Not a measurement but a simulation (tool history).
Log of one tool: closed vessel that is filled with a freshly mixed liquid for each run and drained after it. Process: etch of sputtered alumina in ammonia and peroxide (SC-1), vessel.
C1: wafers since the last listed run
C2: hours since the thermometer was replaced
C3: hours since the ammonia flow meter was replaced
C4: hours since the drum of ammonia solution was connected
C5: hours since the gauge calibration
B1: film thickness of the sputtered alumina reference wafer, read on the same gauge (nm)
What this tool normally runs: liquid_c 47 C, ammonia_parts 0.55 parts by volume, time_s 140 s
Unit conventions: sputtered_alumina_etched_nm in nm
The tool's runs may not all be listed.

run 1 hour=0 | liquid_c=43.5 ammonia_parts=0.4 time_s=140 | C1=0 C2=578.2 C3=1522.7 C4=684.6 C5=634.4 | B1=90.033 | sputtered_alumina_etched_nm=3.576
run 2 hour=59.5 | liquid_c=43.5 ammonia_parts=0.4 time_s=140 | C1=6183 C2=637.7 C3=1582.2 C4=744.1 C5=693.9 | B1=90.008 | sputtered_alumina_etched_nm=3.576
-- hour=85.8 gauge calibrated
-- hour=200.9 new drum of ammonia solution connected
run 3 hour=210.6 | liquid_c=50 ammonia_parts=0.55 time_s=85 | C1=15599 C2=788.8 C3=1733.3 C4=9.7 C5=124.8 | B1=89.99 | sputtered_alumina_etched_nm=3.2
run 4 hour=243.6 | liquid_c=50 ammonia_parts=0.55 time_s=85 | C1=3429 C2=821.8 C3=1766.3 C4=42.7 C5=157.8 | B1=90.022 | sputtered_alumina_etched_nm=3.234
run 5 hour=310.3 | liquid_c=47 ammonia_parts=0.55 time_s=140 | C1=6931 C2=888.5 C3=1833 C4=109.4 C5=224.5 | B1=90.008 | sputtered_alumina_etched_nm=4.522
run 6 hour=350.3 | liquid_c=47 ammonia_parts=0.55 time_s=140 | C1=4157 C2=928.5 C3=1873 C4=149.4 C5=264.5 | B1=90.048 | sputtered_alumina_etched_nm=4.532
run 7 hour=404.4 | liquid_c=52 ammonia_parts=0.55 time_s=140 | C1=5622 C2=982.6 C3=1927.1 C4=203.5 C5=318.6 | B1=90.01 | sputtered_alumina_etched_nm=6.086
run 8 hour=432.6 | liquid_c=52 ammonia_parts=0.55 time_s=140 | C1=2930 C2=1010.8 C3=1955.3 C4=231.7 C5=346.8 | B1=89.977 | sputtered_alumina_etched_nm=6.04
-- hour=471.3 thermometer replaced
run 9 hour=478.9 | liquid_c=52 ammonia_parts=0.55 time_s=140 | C1=4707 C2=7.6 C3=2001.6 C4=278 C5=393.1 | B1=90.017 | sputtered_alumina_etched_nm=5.747
run 10 hour=515.5 | liquid_c=47 ammonia_parts=0.55 time_s=140 | C1=3803 C2=44.2 C3=2038.2 C4=314.6 C5=429.7 | B1=89.978 | sputtered_alumina_etched_nm=4.351
-- hour=587.3 ammonia flow meter replaced
run 11 hour=599.4 | liquid_c=47 ammonia_parts=0.55 time_s=140 | C1=8615 C2=128.1 C3=12.1 C4=398.5 C5=513.6 | B1=90.031 | sputtered_alumina_etched_nm=4.323
run 12 hour=648.1 | liquid_c=47 ammonia_parts=0.55 time_s=140 | C1=5061 C2=176.8 C3=60.8 C4=447.2 C5=562.3 | B1=89.987 | sputtered_alumina_etched_nm=4.398
run 13 hour=692 | liquid_c=47 ammonia_parts=0.55 time_s=140 | C1=4562 C2=220.7 C3=104.7 C4=491.1 C5=606.2 | B1=90.037 | sputtered_alumina_etched_nm=4.441
run 14 hour=728.6 | liquid_c=51.5 ammonia_parts=0.8 time_s=80 | C1=3803 C2=257.3 C3=141.3 C4=527.7 C5=642.8 | B1=89.965 | sputtered_alumina_etched_nm=3.388
run 15 hour=754.1 | liquid_c=47 ammonia_parts=0.55 time_s=140 | C1=2650 C2=282.8 C3=166.8 C4=553.2 C5=668.3 | B1=90.015 | sputtered_alumina_etched_nm=4.407
-- hour=757.9 gauge calibrated
run 16 hour=801.3 | liquid_c=55.5 ammonia_parts=0.8 time_s=175 | C1=4905 C2=330 C3=214 C4=600.4 C5=43.4 | B1=90.014 | sputtered_alumina_etched_nm=9.049
run 17 hour=863.7 | liquid_c=47 ammonia_parts=0.8 time_s=140 | C1=6484 C2=392.4 C3=276.4 C4=662.8 C5=105.8 | B1=90 | sputtered_alumina_etched_nm=4.58
run 18 hour=902.1 | liquid_c=47 ammonia_parts=0.55 time_s=140 | C1=3990 C2=430.8 C3=314.8 C4=701.2 C5=144.2 | B1=89.966 | sputtered_alumina_etched_nm=4.465
run 19 hour=938.4 | liquid_c=47 ammonia_parts=0.55 time_s=140 | C1=3772 C2=467.1 C3=351.1 C4=737.5 C5=180.5 | B1=89.958 | sputtered_alumina_etched_nm=4.447
run 20 hour=987.9 | liquid_c=55.5 ammonia_parts=0.75 time_s=220 | C1=5144 C2=516.6 C3=400.6 C4=787 C5=230 | B1=89.931 | sputtered_alumina_etched_nm=11.502
-- hour=1022.3 new drum of ammonia solution connected
run 21 hour=1033 | liquid_c=47 ammonia_parts=0.55 time_s=80 | C1=4583 C2=561.7 C3=445.7 C4=10.7 C5=275.1 | B1=90.045 | sputtered_alumina_etched_nm=2.561
run 22 hour=1075.9 | liquid_c=47 ammonia_parts=0.55 time_s=140 | C1=4458 C2=604.6 C3=488.6 C4=53.6 C5=318 | B1=89.993 | sputtered_alumina_etched_nm=4.483
run 23 hour=1112.7 | liquid_c=53.5 ammonia_parts=0.45 time_s=185 | C1=3824 C2=641.4 C3=525.4 C4=90.4 C5=354.8 | B1=90.008 | sputtered_alumina_etched_nm=8.364
run 24 hour=1212.2 | liquid_c=47 ammonia_parts=0.55 time_s=185 | C1=10340 C2=740.9 C3=624.9 C4=189.9 C5=454.3 | B1=89.998 | sputtered_alumina_etched_nm=5.916
run 25 hour=1261.6 | liquid_c=47 ammonia_parts=0.55 time_s=140 | C1=5133 C2=790.3 C3=674.3 C4=239.3 C5=503.7 | B1=89.992 | sputtered_alumina_etched_nm=4.529
run 26 hour=1294 | liquid_c=43.5 ammonia_parts=0.4 time_s=140 | C1=3367 C2=822.7 C3=706.7 C4=271.7 C5=536.1 | B1=89.989 | sputtered_alumina_etched_nm=3.571
run 27 hour=1348 | liquid_c=49.5 ammonia_parts=0.85 time_s=220 | C1=5612 C2=876.7 C3=760.7 C4=325.7 C5=590.1 | B1=90.013 | sputtered_alumina_etched_nm=8.575

Predict each of these 5 candidate next runs independently; none follows another, all start after run 27:
run A hour=1348.7 | liquid_c=47 ammonia_parts=0.55 time_s=220 | C1=72 C2=877.4 C3=761.4 C4=326.4 C5=590.8 | B1=? | sputtered_alumina_etched_nm=?
run B hour=1348.7 | liquid_c=44.5 ammonia_parts=0.8 time_s=110 | C1=72 C2=877.4 C3=761.4 C4=326.4 C5=590.8 | B1=? | sputtered_alumina_etched_nm=?
run C hour=1348.7 | liquid_c=41 ammonia_parts=0.7 time_s=65 | C1=72 C2=877.4 C3=761.4 C4=326.4 C5=590.8 | B1=? | sputtered_alumina_etched_nm=?
run D hour=1348.7 | liquid_c=47 ammonia_parts=0.55 time_s=75 | C1=72 C2=877.4 C3=761.4 C4=326.4 C5=590.8 | B1=? | sputtered_alumina_etched_nm=?
run E hour=1348.7 | liquid_c=39.5 ammonia_parts=0.45 time_s=115 | C1=72 C2=877.4 C3=761.4 C4=326.4 C5=590.8 | B1=? | sputtered_alumina_etched_nm=?

run=A B1=90.024 sputtered_alumina_etched_nm=7.053
run=B B1=90.024 sputtered_alumina_etched_nm=3.175
run=C B1=90.024 sputtered_alumina_etched_nm=1.514
run=D B1=90.024 sputtered_alumina_etched_nm=2.405
run=E B1=90.024 sputtered_alumina_etched_nm=2.352
Stripped of hidden state, with their random variation kept, the same runs would have yielded:
run=A sputtered_alumina_etched_nm=6.755
run=B sputtered_alumina_etched_nm=3.038
run=C sputtered_alumina_etched_nm=1.448
run=D sputtered_alumina_etched_nm=2.303
run=E sputtered_alumina_etched_nm=2.248
